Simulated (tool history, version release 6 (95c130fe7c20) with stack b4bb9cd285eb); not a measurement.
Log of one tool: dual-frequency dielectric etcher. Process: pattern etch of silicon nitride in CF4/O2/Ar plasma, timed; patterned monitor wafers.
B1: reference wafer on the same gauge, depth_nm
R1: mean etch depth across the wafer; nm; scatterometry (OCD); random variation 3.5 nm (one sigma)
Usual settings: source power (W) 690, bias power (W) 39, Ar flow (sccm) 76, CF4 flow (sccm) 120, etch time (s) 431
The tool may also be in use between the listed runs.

run 1 hour=0 | source_power_(W)=690 bias_power_(W)=34 Ar_flow_(sccm)=76 CF4_flow_(sccm)=120 etch_time_(s)=431 | B1=835.8 | R1=941.7
run 2 hour=66.5 | source_power_(W)=690 bias_power_(W)=39 Ar_flow_(sccm)=76 CF4_flow_(sccm)=120 etch_time_(s)=431 | B1=836.4 | R1=970.2
-- hour=168.7 wet clean of the chamber
run 3 hour=169.2 | source_power_(W)=690 bias_power_(W)=39 Ar_flow_(sccm)=76 CF4_flow_(sccm)=120 etch_time_(s)=431 | B1=837.3 | R1=968.7
run 4 hour=212 | source_power_(W)=690 bias_power_(W)=39 Ar_flow_(sccm)=64 CF4_flow_(sccm)=120 etch_time_(s)=431 | B1=835.7 | R1=996.4
run 5 hour=281.9 | source_power_(W)=690 bias_power_(W)=39 Ar_flow_(sccm)=64 CF4_flow_(sccm)=120 etch_time_(s)=431 | B1=835.8 | R1=1000.5
run 6 hour=384.9 | source_power_(W)=690 bias_power_(W)=39 Ar_flow_(sccm)=64 CF4_flow_(sccm)=120 etch_time_(s)=431 | B1=835.3 | R1=993.8
run 7 hour=460.1 | source_power_(W)=690 bias_power_(W)=39 Ar_flow_(sccm)=76 CF4_flow_(sccm)=120 etch_time_(s)=431 | B1=836.6 | R1=971
run 8 hour=552.6 | source_power_(W)=690 bias_power_(W)=39 Ar_flow_(sccm)=76 CF4_flow_(sccm)=120 etch_time_(s)=431 | B1=836.7 | R1=968.5
run 9 hour=631.6 | source_power_(W)=690 bias_power_(W)=39 Ar_flow_(sccm)=76 CF4_flow_(sccm)=120 etch_time_(s)=390 | B1=836.5 | R1=875.6
run 10 hour=731.1 | source_power_(W)=690 bias_power_(W)=39 Ar_flow_(sccm)=76 CF4_flow_(sccm)=120 etch_time_(s)=390 | B1=836.5 | R1=876.4
-- hour=777.7 wet clean of the chamber
-- hour=806.8 bias power generator calibrated
run 11 hour=826 | source_power_(W)=690 bias_power_(W)=39 Ar_flow_(sccm)=76 CF4_flow_(sccm)=120 etch_time_(s)=431 | B1=837.5 | R1=967.5
-- hour=883.6 source power generator calibrated
run 12 hour=925.3 | source_power_(W)=690 bias_power_(W)=39 Ar_flow_(sccm)=66 CF4_flow_(sccm)=120 etch_time_(s)=431 | B1=837.2 | R1=993.6
-- hour=961.2 gauge calibrated
run 13 hour=985.8 | source_power_(W)=780 bias_power_(W)=48 Ar_flow_(sccm)=76 CF4_flow_(sccm)=134 etch_time_(s)=431 | B1=836 | R1=1141.5
run 14 hour=1061.4 | source_power_(W)=690 bias_power_(W)=46 Ar_flow_(sccm)=82 CF4_flow_(sccm)=120 etch_time_(s)=431 | B1=835.1 | R1=993.8
run 15 hour=1146.5 | source_power_(W)=590 bias_power_(W)=39 Ar_flow_(sccm)=76 CF4_flow_(sccm)=120 etch_time_(s)=431 | B1=836.5 | R1=851.2
-- hour=1222.4 Ar flow controller replaced
-- hour=1242.3 CF4 flow controller replaced
-- hour=1267.1 upper electrode replaced
run 16 hour=1325.1 | source_power_(W)=690 bias_power_(W)=39 Ar_flow_(sccm)=76 CF4_flow_(sccm)=120 etch_time_(s)=364 | B1=835 | R1=822.6
run 17 hour=1401.6 | source_power_(W)=770 bias_power_(W)=42 Ar_flow_(sccm)=76 CF4_flow_(sccm)=103 etch_time_(s)=471.5 | B1=837 | R1=1168.6
-- hour=1443.3 wet clean of the chamber
run 18 hour=1479.1 | source_power_(W)=690 bias_power_(W)=39 Ar_flow_(sccm)=76 CF4_flow_(sccm)=120 etch_time_(s)=431 | B1=835.9 | R1=974
run 19 hour=1555.7 | source_power_(W)=690 bias_power_(W)=39 Ar_flow_(sccm)=76 CF4_flow_(sccm)=145 etch_time_(s)=519 | B1=835.4 | R1=1188.8
run 20 hour=1630.6 | source_power_(W)=690 bias_power_(W)=39 Ar_flow_(sccm)=76 CF4_flow_(sccm)=137 etch_time_(s)=431 | B1=837.3 | R1=974.1
run 21 hour=1705.4 | source_power_(W)=690 bias_power_(W)=35 Ar_flow_(sccm)=58 CF4_flow_(sccm)=143 etch_time_(s)=514 | B1=835.7 | R1=1202.8

Forecast each of these 3 alternatives for the next run:
run A hour=1705.9 | source_power_(W)=690 bias_power_(W)=39 Ar_flow_(sccm)=65 CF4_flow_(sccm)=120 etch_time_(s)=431 | B1=? | R1=?
run B hour=1705.9 | source_power_(W)=690 bias_power_(W)=39 Ar_flow_(sccm)=76 CF4_flow_(sccm)=140 etch_time_(s)=431 | B1=? | R1=?
run C hour=1705.9 | source_power_(W)=550 bias_power_(W)=49 Ar_flow_(sccm)=71 CF4_flow_(sccm)=120 etch_time_(s)=393.5 | B1=? | R1=?

run=A B1=835.6 R1=1003.9
run=B B1=835.6 R1=986.8
run=C B1=835.6 R1=790
Without the tool's hidden state the same runs would have given:
run=A R1=1003.9
run=B R1=986.8
run=C R1=790

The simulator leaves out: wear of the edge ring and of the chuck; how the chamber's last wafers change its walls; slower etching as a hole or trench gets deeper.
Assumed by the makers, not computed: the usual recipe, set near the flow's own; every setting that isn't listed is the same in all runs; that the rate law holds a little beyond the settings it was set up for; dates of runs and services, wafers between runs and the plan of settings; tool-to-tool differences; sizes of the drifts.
